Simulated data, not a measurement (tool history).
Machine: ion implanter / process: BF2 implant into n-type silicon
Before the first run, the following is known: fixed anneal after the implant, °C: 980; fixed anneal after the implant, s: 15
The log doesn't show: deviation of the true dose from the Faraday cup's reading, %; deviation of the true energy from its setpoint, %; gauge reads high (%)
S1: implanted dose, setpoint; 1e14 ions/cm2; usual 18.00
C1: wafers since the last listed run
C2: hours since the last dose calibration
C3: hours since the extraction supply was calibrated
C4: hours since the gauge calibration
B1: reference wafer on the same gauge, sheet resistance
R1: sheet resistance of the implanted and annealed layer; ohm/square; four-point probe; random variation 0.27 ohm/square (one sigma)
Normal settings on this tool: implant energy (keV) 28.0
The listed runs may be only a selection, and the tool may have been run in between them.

run 1 day=0.000 | S1=18.00 implant_energy_(keV)=28.0 | C1=0 C2=1357.3 C3=2951.3 C4=204.9 | B1=203.93 | R1=180.57
run 2 day=1.475 | S1=18.00 implant_energy_(keV)=28.0 | C1=638 C2=1392.7 C3=2986.7 C4=240.3 | B1=204.11 | R1=180.15
run 3 day=2.579 | S1=18.00 implant_energy_(keV)=28.0 | C1=478 C2=1419.2 C3=3013.2 C4=266.8 | B1=204.13 | R1=180.66
run 4 day=6.354 | S1=18.00 implant_energy_(keV)=32.0 | C1=1634 C2=1509.8 C3=3103.8 C4=357.4 | B1=204.63 | R1=167.47
run 5 day=7.742 | S1=18.00 implant_energy_(keV)=32.0 | C1=600 C2=1543.1 C3=3137.1 C4=390.7 | B1=204.73 | R1=167.27
run 6 day=8.717 | S1=18.00 implant_energy_(keV)=32.0 | C1=422 C2=1566.5 C3=3160.5 C4=414.1 | B1=204.91 | R1=167.59
-- day=9.175 Faraday cup replaced and dose calibrated
run 7 day=9.712 | S1=18.00 implant_energy_(keV)=28.0 | C1=286 C2=12.9 C3=3184.4 C4=438.0 | B1=204.87 | R1=181.61
run 8 day=10.654 | S1=15.70 implant_energy_(keV)=28.0 | C1=407 C2=35.5 C3=3207.0 C4=460.6 | B1=205.04 | R1=183.95
run 9 day=11.971 | S1=15.70 implant_energy_(keV)=28.0 | C1=570 C2=67.1 C3=3238.6 C4=492.2 | B1=205.13 | R1=184.62
run 10 day=12.712 | S1=15.70 implant_energy_(keV)=28.0 | C1=321 C2=84.9 C3=3256.4 C4=510.0 | B1=205.24 | R1=184.86
-- day=13.796 extraction supply calibrated
run 11 day=16.775 | S1=14.06 implant_energy_(keV)=23.5 | C1=1614 C2=182.4 C3=71.5 C4=607.5 | B1=205.62 | R1=207.19
run 12 day=17.317 | S1=18.00 implant_energy_(keV)=36.5 | C1=234 C2=195.4 C3=84.5 C4=620.5 | B1=205.59 | R1=156.21
run 13 day=18.062 | S1=18.00 implant_energy_(keV)=23.0 | C1=322 C2=213.3 C3=102.4 C4=638.4 | B1=205.77 | R1=202.75
-- day=18.588 gauge calibrated
run 14 day=18.642 | S1=18.00 implant_energy_(keV)=28.0 | C1=250 C2=227.2 C3=116.3 C4=1.3 | B1=203.04 | R1=179.18
run 15 day=19.738 | S1=18.00 implant_energy_(keV)=24.5 | C1=474 C2=253.5 C3=142.6 C4=27.6 | B1=203.16 | R1=193.06
run 16 day=20.288 | S1=18.00 implant_energy_(keV)=28.0 | C1=238 C2=266.7 C3=155.8 C4=40.8 | B1=203.15 | R1=179.31
run 17 day=21.525 | S1=18.00 implant_energy_(keV)=21.5 | C1=535 C2=296.4 C3=185.5 C4=70.5 | B1=203.26 | R1=208.25
run 18 day=22.346 | S1=18.00 implant_energy_(keV)=28.0 | C1=355 C2=316.1 C3=205.2 C4=90.2 | B1=203.35 | R1=179.20
run 19 day=23.762 | S1=18.00 implant_energy_(keV)=36.0 | C1=613 C2=350.1 C3=239.2 C4=124.2 | B1=203.51 | R1=155.59
run 20 day=24.275 | S1=20.05 implant_energy_(keV)=22.0 | C1=221 C2=362.4 C3=251.5 C4=136.5 | B1=203.52 | R1=203.61
run 21 day=24.933 | S1=21.04 implant_energy_(keV)=25.0 | C1=285 C2=378.2 C3=267.3 C4=152.3 | B1=203.66 | R1=188.62
run 22 day=26.146 | S1=22.44 implant_energy_(keV)=28.0 | C1=524 C2=407.3 C3=296.4 C4=181.4 | B1=203.73 | R1=175.10

Each row is a separate what-if for the run after 22, all from the same tool condition, not one after another. Results?
run A day=26.162 | S1=18.00 implant_energy_(keV)=28.0 | C1=7 C2=407.7 C3=296.8 C4=181.8 | B1=? | R1=?
run B day=26.162 | S1=16.13 implant_energy_(keV)=33.0 | C1=7 C2=407.7 C3=296.8 C4=181.8 | B1=? | R1=?
run C day=26.162 | S1=21.98 implant_energy_(keV)=24.0 | C1=7 C2=407.7 C3=296.8 C4=181.8 | B1=? | R1=?
run D day=26.162 | S1=18.00 implant_energy_(keV)=19.5 | C1=7 C2=407.7 C3=296.8 C4=181.8 | B1=? | R1=?
run E day=26.162 | S1=16.12 implant_energy_(keV)=31.0 | C1=7 C2=407.7 C3=296.8 C4=181.8 | B1=? | R1=?

run=A B1=203.63 R1=180.38
run=B B1=203.63 R1=166.51
run=C B1=203.63 R1=192.18
run=D B1=203.63 R1=220.06
run=E B1=203.63 R1=172.60
With the hidden condition removed and each run's random variation left untouched, the same runs would have given:
run=A R1=179.73
run=B R1=165.91
run=C R1=191.48
run=D R1=219.26
run=E R1=171.97

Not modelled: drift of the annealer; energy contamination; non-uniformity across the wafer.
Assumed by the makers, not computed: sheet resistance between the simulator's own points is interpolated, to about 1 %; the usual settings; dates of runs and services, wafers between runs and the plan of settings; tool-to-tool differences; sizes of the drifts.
